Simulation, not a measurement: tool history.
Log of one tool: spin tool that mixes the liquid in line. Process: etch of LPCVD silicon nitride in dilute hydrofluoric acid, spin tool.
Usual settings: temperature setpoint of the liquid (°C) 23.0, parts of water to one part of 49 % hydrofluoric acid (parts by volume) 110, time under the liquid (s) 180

| run | hour | temperature setpoint of the liquid (°C) | parts of water to one part of 49 % hydrofluoric acid (parts by volume) | time under the liquid (s) | read-back film thickness of the LPCVD silicon nitride reference wafer, read on the same gauge (nm) | thickness taken off the LPCVD silicon nitride on a monitor wafer (nm) |
|---|---|---|---|---|---|---|
| 1 | 0.0 | 23.0 | 110 | 180 | 110.002 | 0.818 |
| 2 | 49.9 | 23.0 | 110 | 180 | 110.010 | 0.799 |
| 3 | 101.3 | 23.0 | 110 | 180 | 109.974 | 0.835 |
| 4 | 163.2 | 23.0 | 140 | 180 | 110.006 | 0.620 |
| 5 | 193.5 | 23.0 | 110 | 180 | 110.010 | 0.814 |
| 6 | 230.8 | 23.0 | 110 | 180 | 110.001 | 0.816 |
| 7 | 258.1 | 23.0 | 110 | 180 | 110.000 | 0.814 |
| 8 | 324.5 | 23.0 | 110 | 180 | 110.002 | 0.859 |
| 9 | 388.2 | 23.0 | 110 | 180 | 109.980 | 0.855 |
|  | 408.1 | hydrofluoric acid flow meter replaced |
|  | 421.6 | thermometer replaced |
| 10 | 432.1 | 23.0 | 110 | 180 | 110.014 | 0.769 |
|  | 432.7 | gauge calibrated |
| 11 | 486.8 | 23.0 | 110 | 250 | 110.003 | 1.132 |
| 12 | 545.3 | 27.5 | 110 | 115 | 109.988 | 0.722 |
| 13 | 715.3 | 25.0 | 110 | 140 | 110.006 | 0.770 |
| 14 | 769.2 | 23.0 | 110 | 180 | 110.014 | 0.833 |
| 15 | 803.2 | 23.0 | 110 | 180 | 110.018 | 0.798 |
| 16 | 866.5 | 23.0 | 145 | 180 | 110.022 | 0.641 |
| 17 | 1042.5 | 23.0 | 110 | 180 | 109.981 | 0.906 |
| 18 | 1083.0 | 23.0 | 155 | 285 | 110.004 | 0.912 |
|  | 1139.5 | hydrofluoric acid flow meter replaced |
| 19 | 1141.5 | 23.0 | 85 | 230 | 110.015 | 1.298 |
| 20 | 1204.2 | 23.0 | 85 | 210 | 110.003 | 1.323 |
| 21 | 1247.9 | 23.0 | 110 | 180 | 109.999 | 0.803 |
| 22 | 1309.9 | 23.0 | 110 | 180 | 109.997 | 0.762 |
| 23 | 1342.7 | 23.0 | 110 | 265 | 110.007 | 1.209 |
| 24 | 1403.1 | 21.0 | 150 | 130 | 109.992 | 0.376 |
| 25 | 1471.2 | 23.0 | 110 | 180 | 110.001 | 0.874 |
| 26 | 1538.8 | 23.0 | 110 | 180 | 109.988 | 0.784 |
| 27 | 1564.8 | 20.0 | 110 | 80 | 110.006 | 0.301 |
| 28 | 1615.5 | 24.5 | 70 | 220 | 110.010 | 1.872 |
| 29 | 1640.3 | 23.0 | 145 | 180 | 110.004 | 0.602 |
| 30 | 1703.1 | 26.5 | 140 | 180 | 110.003 | 0.846 |
| 31 | 1732.3 | 23.0 | 85 | 95 | 109.997 | 0.552 |
|  | 1769.9 | thermometer replaced |
| 32 | 1776.9 | 23.0 | 75 | 145 | 109.999 | 1.015 |
|  | 1817.6 | hydrofluoric acid flow meter replaced |
| 33 | 1843.5 | 27.0 | 60 | 180 | 110.001 | 2.092 |

3 ways to go on from here, each from the tool as it stands after run 33. What would each give?
| A | 1844.0 | 25.0 | 110 | 180 | ? | ? |
| B | 1844.0 | 20.5 | 75 | 180 | ? | ? |
| C | 1844.0 | 18.0 | 140 | 255 | ? | ? |

| run | read-back film thickness of the LPCVD silicon nitride reference wafer, read on the same gauge (nm) | thickness taken off the LPCVD silicon nitride on a monitor wafer (nm) |
|---|---|---|
| A | 110.010 | 0.904 |
| B | 110.010 | 0.975 |
| C | 110.010 | 0.634 |
Without the tool's hidden state the same runs would have given:
| run | thickness taken off the LPCVD silicon nitride on a monitor wafer (nm) |
|---|---|
| A | 0.904 |
| B | 0.975 |
| C | 0.634 |
